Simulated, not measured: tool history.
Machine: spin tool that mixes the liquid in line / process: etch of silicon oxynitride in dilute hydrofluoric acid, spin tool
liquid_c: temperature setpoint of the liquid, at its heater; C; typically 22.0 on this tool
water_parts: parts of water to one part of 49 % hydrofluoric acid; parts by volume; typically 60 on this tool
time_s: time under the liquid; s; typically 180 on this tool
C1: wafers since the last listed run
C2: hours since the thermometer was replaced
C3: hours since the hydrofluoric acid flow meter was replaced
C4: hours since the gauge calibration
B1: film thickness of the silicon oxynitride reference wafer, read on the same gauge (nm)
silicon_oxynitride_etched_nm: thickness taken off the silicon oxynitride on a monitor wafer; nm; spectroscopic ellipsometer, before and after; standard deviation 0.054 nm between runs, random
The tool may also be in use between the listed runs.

{"run": 1, "hour": 0.0, "liquid_c": 22.0, "water_parts": 60, "time_s": 180, "C1": 0, "C2": 2210.3, "C3": 2433.6, "C4": 630.3, "B1": 50.0, "silicon_oxynitride_etched_nm": 9.53}
{"run": 2, "hour": 11.2, "liquid_c": 23.0, "water_parts": 60, "time_s": 180, "C1": 108, "C2": 2221.5, "C3": 2444.8, "C4": 641.5, "B1": 50.0, "silicon_oxynitride_etched_nm": 9.96}
{"run": 3, "hour": 22.2, "liquid_c": 23.0, "water_parts": 60, "time_s": 180, "C1": 106, "C2": 2232.5, "C3": 2455.8, "C4": 652.5, "B1": 50.06, "silicon_oxynitride_etched_nm": 10.22}
{"hour": 37.4, "done": "thermometer replaced"}
{"run": 4, "hour": 38.0, "liquid_c": 22.0, "water_parts": 80, "time_s": 180, "C1": 143, "C2": 0.6, "C3": 2471.6, "C4": 668.3, "B1": 50.0, "silicon_oxynitride_etched_nm": 7.15}
{"hour": 42.7, "done": "gauge calibrated"}
{"run": 5, "hour": 45.8, "liquid_c": 22.0, "water_parts": 80, "time_s": 180, "C1": 75, "C2": 8.4, "C3": 2479.4, "C4": 3.1, "B1": 50.01, "silicon_oxynitride_etched_nm": 7.07}
{"hour": 51.0, "done": "hydrofluoric acid flow meter replaced"}
{"run": 6, "hour": 60.8, "liquid_c": 22.0, "water_parts": 80, "time_s": 180, "C1": 136, "C2": 23.4, "C3": 9.8, "C4": 18.1, "B1": 50.0, "silicon_oxynitride_etched_nm": 6.39}
{"run": 7, "hour": 72.3, "liquid_c": 22.0, "water_parts": 60, "time_s": 110, "C1": 111, "C2": 34.9, "C3": 21.3, "C4": 29.6, "B1": 50.0, "silicon_oxynitride_etched_nm": 5.23}
{"run": 8, "hour": 79.1, "liquid_c": 24.0, "water_parts": 60, "time_s": 180, "C1": 66, "C2": 41.7, "C3": 28.1, "C4": 36.4, "B1": 49.99, "silicon_oxynitride_etched_nm": 9.54}
{"run": 9, "hour": 86.2, "liquid_c": 24.0, "water_parts": 60, "time_s": 180, "C1": 69, "C2": 48.8, "C3": 35.2, "C4": 43.5, "B1": 50.0, "silicon_oxynitride_etched_nm": 9.53}
{"run": 10, "hour": 92.6, "liquid_c": 24.0, "water_parts": 60, "time_s": 180, "C1": 62, "C2": 55.2, "C3": 41.6, "C4": 49.9, "B1": 49.99, "silicon_oxynitride_etched_nm": 9.43}
{"run": 11, "hour": 100.9, "liquid_c": 22.0, "water_parts": 40, "time_s": 270, "C1": 80, "C2": 63.5, "C3": 49.9, "C4": 58.2, "B1": 50.01, "silicon_oxynitride_etched_nm": 19.49}
{"run": 12, "hour": 117.3, "liquid_c": 26.5, "water_parts": 35, "time_s": 115, "C1": 159, "C2": 79.9, "C3": 66.3, "C4": 74.6, "B1": 50.02, "silicon_oxynitride_etched_nm": 11.8}
{"run": 13, "hour": 132.5, "liquid_c": 23.0, "water_parts": 60, "time_s": 180, "C1": 147, "C2": 95.1, "C3": 81.5, "C4": 89.8, "B1": 49.96, "silicon_oxynitride_etched_nm": 9.08}
{"run": 14, "hour": 140.0, "liquid_c": 22.0, "water_parts": 60, "time_s": 180, "C1": 72, "C2": 102.6, "C3": 89.0, "C4": 97.3, "B1": 50.01, "silicon_oxynitride_etched_nm": 8.58}
{"run": 15, "hour": 157.8, "liquid_c": 22.0, "water_parts": 60, "time_s": 180, "C1": 172, "C2": 120.4, "C3": 106.8, "C4": 115.1, "B1": 50.0, "silicon_oxynitride_etched_nm": 8.63}
{"run": 16, "hour": 168.6, "liquid_c": 22.0, "water_parts": 60, "time_s": 180, "C1": 104, "C2": 131.2, "C3": 117.6, "C4": 125.9, "B1": 49.98, "silicon_oxynitride_etched_nm": 8.62}
{"run": 17, "hour": 175.5, "liquid_c": 19.0, "water_parts": 60, "time_s": 180, "C1": 67, "C2": 138.1, "C3": 124.5, "C4": 132.8, "B1": 50.02, "silicon_oxynitride_etched_nm": 7.36}
{"run": 18, "hour": 182.9, "liquid_c": 19.5, "water_parts": 30, "time_s": 135, "C1": 71, "C2": 145.5, "C3": 131.9, "C4": 140.2, "B1": 49.99, "silicon_oxynitride_etched_nm": 11.51}
{"run": 19, "hour": 192.3, "liquid_c": 22.0, "water_parts": 45, "time_s": 95, "C1": 91, "C2": 154.9, "C3": 141.3, "C4": 149.6, "B1": 49.98, "silicon_oxynitride_etched_nm": 6.19}
{"run": 20, "hour": 205.3, "liquid_c": 22.0, "water_parts": 80, "time_s": 180, "C1": 126, "C2": 167.9, "C3": 154.3, "C4": 162.6, "B1": 49.97, "silicon_oxynitride_etched_nm": 6.33}
{"run": 21, "hour": 214.7, "liquid_c": 22.0, "water_parts": 60, "time_s": 180, "C1": 91, "C2": 177.3, "C3": 163.7, "C4": 172.0, "B1": 50.03, "silicon_oxynitride_etched_nm": 8.63}
{"run": 22, "hour": 227.6, "liquid_c": 25.5, "water_parts": 80, "time_s": 255, "C1": 125, "C2": 190.2, "C3": 176.6, "C4": 184.9, "B1": 49.99, "silicon_oxynitride_etched_nm": 10.52}
{"run": 23, "hour": 238.9, "liquid_c": 26.5, "water_parts": 35, "time_s": 100, "C1": 109, "C2": 201.5, "C3": 187.9, "C4": 196.2, "B1": 50.0, "silicon_oxynitride_etched_nm": 10.45}

What does the tool deliver on the next run?
{"run": 24, "hour": 254.0, "liquid_c": 24.5, "water_parts": 40, "time_s": 260, "C1": 146, "C2": 216.6, "C3": 203.0, "C4": 211.3, "B1": "?", "silicon_oxynitride_etched_nm": "?"}

{"run 24": {"B1": 49.97, "silicon_oxynitride_etched_nm": 21.51}}
If the tool had no hidden condition, the same run with the same run-to-run variation would have returned silicon_oxynitride_etched_nm 20.93 nm.
